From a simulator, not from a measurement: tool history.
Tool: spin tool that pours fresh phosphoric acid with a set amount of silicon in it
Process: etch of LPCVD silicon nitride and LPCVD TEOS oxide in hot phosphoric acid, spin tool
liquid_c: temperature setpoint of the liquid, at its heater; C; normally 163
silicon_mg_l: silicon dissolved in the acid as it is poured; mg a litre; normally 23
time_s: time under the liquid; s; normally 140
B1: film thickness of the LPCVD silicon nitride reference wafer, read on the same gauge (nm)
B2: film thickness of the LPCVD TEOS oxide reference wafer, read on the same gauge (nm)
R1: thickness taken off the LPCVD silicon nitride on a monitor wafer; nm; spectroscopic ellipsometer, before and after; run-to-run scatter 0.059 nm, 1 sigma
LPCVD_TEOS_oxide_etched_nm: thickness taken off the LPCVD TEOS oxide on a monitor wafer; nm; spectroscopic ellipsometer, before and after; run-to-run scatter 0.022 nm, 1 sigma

run 1 hour=0 | liquid_c=163 silicon_mg_l=23 time_s=100 | B1=30 B2=89.985 | R1=9.81 LPCVD_TEOS_oxide_etched_nm=0.242
run 2 hour=47.6 | liquid_c=162 silicon_mg_l=23 time_s=140 | B1=29.97 B2=90.007 | R1=13.33 LPCVD_TEOS_oxide_etched_nm=0.301
run 3 hour=95.9 | liquid_c=163 silicon_mg_l=7.5 time_s=105 | B1=29.99 B2=89.986 | R1=10.34 LPCVD_TEOS_oxide_etched_nm=0.327
run 4 hour=135.3 | liquid_c=162 silicon_mg_l=32 time_s=140 | B1=30.02 B2=89.985 | R1=13.3 LPCVD_TEOS_oxide_etched_nm=0.228
run 5 hour=174 | liquid_c=165 silicon_mg_l=16.5 time_s=140 | B1=30.03 B2=89.972 | R1=14.64 LPCVD_TEOS_oxide_etched_nm=0.38
-- hour=201.2 heated supply line repaired
run 6 hour=207.8 | liquid_c=165 silicon_mg_l=8 time_s=140 | B1=30.01 B2=90.039 | R1=15.36 LPCVD_TEOS_oxide_etched_nm=0.612
-- hour=253.9 gauge calibrated
run 7 hour=260.2 | liquid_c=163 silicon_mg_l=23 time_s=80 | B1=29.97 B2=89.99 | R1=8.25 LPCVD_TEOS_oxide_etched_nm=0.187
run 8 hour=332.2 | liquid_c=163 silicon_mg_l=23 time_s=200 | B1=30.02 B2=89.975 | R1=20.66 LPCVD_TEOS_oxide_etched_nm=0.556
-- hour=352 thermometer replaced
run 9 hour=394.3 | liquid_c=163 silicon_mg_l=8.5 time_s=140 | B1=29.97 B2=90.033 | R1=14.06 LPCVD_TEOS_oxide_etched_nm=0.495
run 10 hour=433.1 | liquid_c=164 silicon_mg_l=23 time_s=100 | B1=30 B2=90.029 | R1=10.39 LPCVD_TEOS_oxide_etched_nm=0.242
run 11 hour=489.4 | liquid_c=165.5 silicon_mg_l=16.5 time_s=140 | B1=30.02 B2=90.028 | R1=15.21 LPCVD_TEOS_oxide_etched_nm=0.413
run 12 hour=664.7 | liquid_c=161.5 silicon_mg_l=23 time_s=210 | B1=30.03 B2=89.998 | R1=20.06 LPCVD_TEOS_oxide_etched_nm=0.423
run 13 hour=722.1 | liquid_c=163 silicon_mg_l=23 time_s=175 | B1=30.02 B2=89.981 | R1=17.57 LPCVD_TEOS_oxide_etched_nm=0.433
run 14 hour=761.3 | liquid_c=164 silicon_mg_l=23 time_s=140 | B1=29.95 B2=90.008 | R1=14.54 LPCVD_TEOS_oxide_etched_nm=0.304
run 15 hour=813.5 | liquid_c=162 silicon_mg_l=23 time_s=110 | B1=30.03 B2=89.996 | R1=10.6 LPCVD_TEOS_oxide_etched_nm=0.223
run 16 hour=841 | liquid_c=163 silicon_mg_l=23 time_s=140 | B1=29.99 B2=89.98 | R1=14.01 LPCVD_TEOS_oxide_etched_nm=0.35
run 17 hour=883.3 | liquid_c=164.5 silicon_mg_l=38.5 time_s=100 | B1=30.01 B2=89.993 | R1=10.55 LPCVD_TEOS_oxide_etched_nm=0.121
run 18 hour=915.7 | liquid_c=161 silicon_mg_l=23 time_s=165 | B1=30.02 B2=90.025 | R1=15.48 LPCVD_TEOS_oxide_etched_nm=0.328
run 19 hour=970.4 | liquid_c=163 silicon_mg_l=23 time_s=200 | B1=30.06 B2=90.028 | R1=19.99 LPCVD_TEOS_oxide_etched_nm=0.418
run 20 hour=1002.4 | liquid_c=163 silicon_mg_l=23 time_s=140 | B1=30.03 B2=89.975 | R1=13.87 LPCVD_TEOS_oxide_etched_nm=0.328
run 21 hour=1049.6 | liquid_c=163 silicon_mg_l=23 time_s=140 | B1=30 B2=89.998 | R1=14.01 LPCVD_TEOS_oxide_etched_nm=0.301

Predict each of these 5 candidate next runs independently; none follows another, all start after run 21:
run A hour=1050.1 | liquid_c=163 silicon_mg_l=23 time_s=140 | B1=? B2=? | R1=? LPCVD_TEOS_oxide_etched_nm=?
run B hour=1050.1 | liquid_c=161.5 silicon_mg_l=23 time_s=140 | B1=? B2=? | R1=? LPCVD_TEOS_oxide_etched_nm=?
run C hour=1050.1 | liquid_c=163 silicon_mg_l=23 time_s=75 | B1=? B2=? | R1=? LPCVD_TEOS_oxide_etched_nm=?
run D hour=1050.1 | liquid_c=161.5 silicon_mg_l=37 time_s=140 | B1=? B2=? | R1=? LPCVD_TEOS_oxide_etched_nm=?
run E hour=1050.1 | liquid_c=165.5 silicon_mg_l=16 time_s=140 | B1=? B2=? | R1=? LPCVD_TEOS_oxide_etched_nm=?

run=A B1=29.97 B2=89.991 R1=13.93 LPCVD_TEOS_oxide_etched_nm=0.327
run=B B1=29.97 B2=89.991 R1=13.25 LPCVD_TEOS_oxide_etched_nm=0.293
run=C B1=29.97 B2=89.991 R1=7.46 LPCVD_TEOS_oxide_etched_nm=0.175
run=D B1=29.97 B2=89.991 R1=13.25 LPCVD_TEOS_oxide_etched_nm=0.165
run=E B1=29.97 B2=89.991 R1=15.13 LPCVD_TEOS_oxide_etched_nm=0.478
Without the tool's hidden state the same runs would have given:
run=A R1=14.11 LPCVD_TEOS_oxide_etched_nm=0.336
run=B R1=13.43 LPCVD_TEOS_oxide_etched_nm=0.301
run=C R1=7.56 LPCVD_TEOS_oxide_etched_nm=0.18
run=D R1=13.43 LPCVD_TEOS_oxide_etched_nm=0.169
run=E R1=15.32 LPCVD_TEOS_oxide_etched_nm=0.492

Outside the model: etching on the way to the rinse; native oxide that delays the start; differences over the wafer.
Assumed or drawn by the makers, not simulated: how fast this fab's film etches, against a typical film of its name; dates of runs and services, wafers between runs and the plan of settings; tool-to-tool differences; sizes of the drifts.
